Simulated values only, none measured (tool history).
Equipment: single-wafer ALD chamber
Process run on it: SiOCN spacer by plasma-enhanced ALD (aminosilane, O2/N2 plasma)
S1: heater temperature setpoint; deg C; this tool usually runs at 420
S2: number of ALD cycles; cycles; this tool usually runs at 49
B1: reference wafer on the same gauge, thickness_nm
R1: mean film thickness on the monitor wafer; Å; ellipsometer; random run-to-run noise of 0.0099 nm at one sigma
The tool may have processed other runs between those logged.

run 1 day=0.000 | S1=420 S2=49 | B1=2.580 | R1=27.95
-- day=0.088 gauge calibrated
run 2 day=0.746 | S1=415 S2=49 | B1=2.581 | R1=28.62
run 3 day=1.108 | S1=415 S2=49 | B1=2.580 | R1=28.50
run 4 day=1.692 | S1=420 S2=49 | B1=2.580 | R1=28.29
run 5 day=2.342 | S1=420 S2=49 | B1=2.583 | R1=28.27
run 6 day=3.021 | S1=420 S2=49 | B1=2.576 | R1=28.18
run 7 day=3.404 | S1=420 S2=49 | B1=2.575 | R1=28.15
run 8 day=3.975 | S1=420 S2=49 | B1=2.583 | R1=28.09
-- day=4.575 thermocouple changed; heater temperature recalibrated
run 9 day=4.596 | S1=420 S2=49 | B1=2.580 | R1=27.97
run 10 day=5.088 | S1=420 S2=49 | B1=2.578 | R1=28.20
run 11 day=5.704 | S1=420 S2=49 | B1=2.576 | R1=28.09
run 12 day=6.383 | S1=420 S2=49 | B1=2.579 | R1=28.23
run 13 day=6.971 | S1=420 S2=49 | B1=2.580 | R1=28.12
run 14 day=7.421 | S1=408 S2=52 | B1=2.578 | R1=30.81
run 15 day=7.679 | S1=411 S2=43 | B1=2.585 | R1=25.18
run 16 day=8.025 | S1=431 S2=49 | B1=2.580 | R1=27.09
run 17 day=8.338 | S1=420 S2=49 | B1=2.580 | R1=28.10
run 18 day=8.921 | S1=427 S2=58 | B1=2.581 | R1=32.57
-- day=9.008 gauge calibrated
run 19 day=9.571 | S1=420 S2=40 | B1=2.578 | R1=22.90
run 20 day=9.979 | S1=420 S2=49 | B1=2.580 | R1=27.93
run 21 day=10.642 | S1=407 S2=43 | B1=2.582 | R1=25.58
run 22 day=11.438 | S1=420 S2=49 | B1=2.585 | R1=27.98
run 23 day=11.717 | S1=428 S2=49 | B1=2.581 | R1=27.64
run 24 day=12.312 | S1=409 S2=42 | B1=2.577 | R1=24.83
run 25 day=12.942 | S1=413 S2=45 | B1=2.581 | R1=26.35

Hidden state, per run?
wafer temperature above the value expected at the setpoint (K): 0, the same for each run
gauge reads high (%): 0, the same for each run
